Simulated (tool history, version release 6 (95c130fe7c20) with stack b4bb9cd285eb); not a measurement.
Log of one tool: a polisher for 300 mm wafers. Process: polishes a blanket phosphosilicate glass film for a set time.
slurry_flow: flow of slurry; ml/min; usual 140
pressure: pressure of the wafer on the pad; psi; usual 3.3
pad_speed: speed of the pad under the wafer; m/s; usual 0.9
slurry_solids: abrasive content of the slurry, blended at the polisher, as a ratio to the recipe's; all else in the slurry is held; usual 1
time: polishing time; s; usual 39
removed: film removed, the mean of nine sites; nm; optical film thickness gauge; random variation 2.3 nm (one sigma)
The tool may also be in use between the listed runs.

run,hour,slurry_flow,pressure,pad_speed,slurry_solids,time,wafers since the last listed run,wafers polished on this pad,hours since the slurry nozzle was cleaned,hours since the head pressure was calibrated,hours since the slurry blender was calibrated,hours since the conditioning disc was replaced,"incoming thickness of the incoming film, nm",removed
1,0,115,3.3,0.9,1,39,0,1653,52.8,373.6,443.6,181.2,4373.8,312.6
# hour 33.6: slurry blender recalibrated
2,53.3,155,3.3,0.9,1,39,458,2112,106.1,426.9,19.7,234.5,4428.1,328.8
3,140,155,3.3,0.9,1,39,774,2887,192.8,513.6,106.4,321.2,4369.5,321
4,234.9,155,3.3,0.9,1.15,39,848,3735,287.7,608.5,201.3,416.1,4369.8,335.1
# hour 263.4: worn pad replaced by a new one
5,274.4,155,3.3,0.9,1.15,39,317,98,327.2,648,240.8,455.6,4345.9,363.5
6,338.9,140,3.3,0.9,1,39,576,675,391.7,712.5,305.3,520.1,4330.5,330.6
# hour 341.1: conditioning disc replaced and pad reconditioned
7,423.1,140,3.3,0.64,1.25,25,734,1409,475.9,796.7,389.5,82,4408.8,179.5
8,498.9,140,2.4,0.9,1.15,39,677,2087,551.7,872.5,465.3,157.8,4386.8,253
# hour 558.8: slurry nozzle cleaned
9,564.7,140,3.3,0.9,1,39,579,2666,5.9,938.3,531.1,223.6,4410.9,318.7
# hour 597.5: slurry blender recalibrated
10,662.1,140,3.3,0.9,1,27,852,3519,103.3,1035.7,64.6,321,4397.4,218.3
11,756,140,3.3,0.9,0.8,39,839,4358,197.2,1129.6,158.5,414.9,4411.8,276.7
12,831,140,3.3,0.9,1,39,670,5028,272.2,1204.6,233.5,489.9,4404.9,305.4
# hour 842.2: worn pad replaced by a new one
13,879.5,140,3.9,0.9,1,43,397,333,320.7,1253.1,282,538.4,4417.3,434
# hour 912: conditioning disc replaced and pad reconditioned
14,926.7,140,3.3,0.9,1,39,404,737,367.9,1300.3,329.2,14.7,4387.9,327.3
15,973.5,140,3.3,0.78,1,39,418,1155,414.7,1347.1,376,61.5,4356,291.5
# hour 1016.1: slurry nozzle cleaned
# hour 1016.9: head pressure recalibrated
16,1038.3,100,3.3,0.72,1,39,563,1719,22.2,21.4,440.8,126.3,4426.9,253
17,1091.6,140,3.3,0.9,1,39,476,2195,75.5,74.7,494.1,179.6,4331.5,319.6
# hour 1150.3: slurry blender recalibrated
18,1187.7,140,3.3,0.9,1,39,841,3036,171.6,170.8,37.4,275.7,4385.9,314.4
19,1223.9,120,2.8,0.9,1,39,323,3360,207.8,207,73.6,311.9,4414.7,255
20,1268.6,140,3.3,0.9,0.8,47,399,3759,252.5,251.7,118.3,356.6,4381.7,333.6
21,1327.6,140,3.3,0.9,1,39,527,4287,311.5,310.7,177.3,415.6,4466.4,303
# hour 1369.3: worn pad replaced by a new one
# hour 1420: conditioning disc replaced and pad reconditioned
22,1424.2,140,3.3,0.9,1,25,809,473,408.1,407.3,273.9,4.2,4373.5,212.3
23,1469.6,140,4.3,0.9,0.7,39,405,878,453.5,452.7,319.3,49.6,4367.1,365.4
24,1512.8,140,3.3,0.9,1,39,386,1264,496.7,495.9,362.5,92.8,4344.5,327.6
25,1561.5,140,3.3,0.9,1,35,435,1700,545.4,544.6,411.2,141.5,4420.1,291.5

The same runs without the tool's hidden state, with the same run-to-run variation:
The hidden state here: removal rate lost through wear of the pad, %; slurry flow missing at the pad, %; deviation of the head's pressure from its setpoint, %; abrasive missing from the slurry, %; time polished since the conditioner stopped cutting, s.
run,removed
1,324.9
2,345
3,342.3
4,363.6
5,364.6
6,335.4
7,184.8
8,264.1
9,336.7
10,234.7
11,302.8
12,339.1
13,444.2
14,337.8
15,303.4
16,266.4
17,339.8
18,340.3
19,277.9
20,366.7
21,336.7
22,216.1
23,375
24,338.8
25,304.1
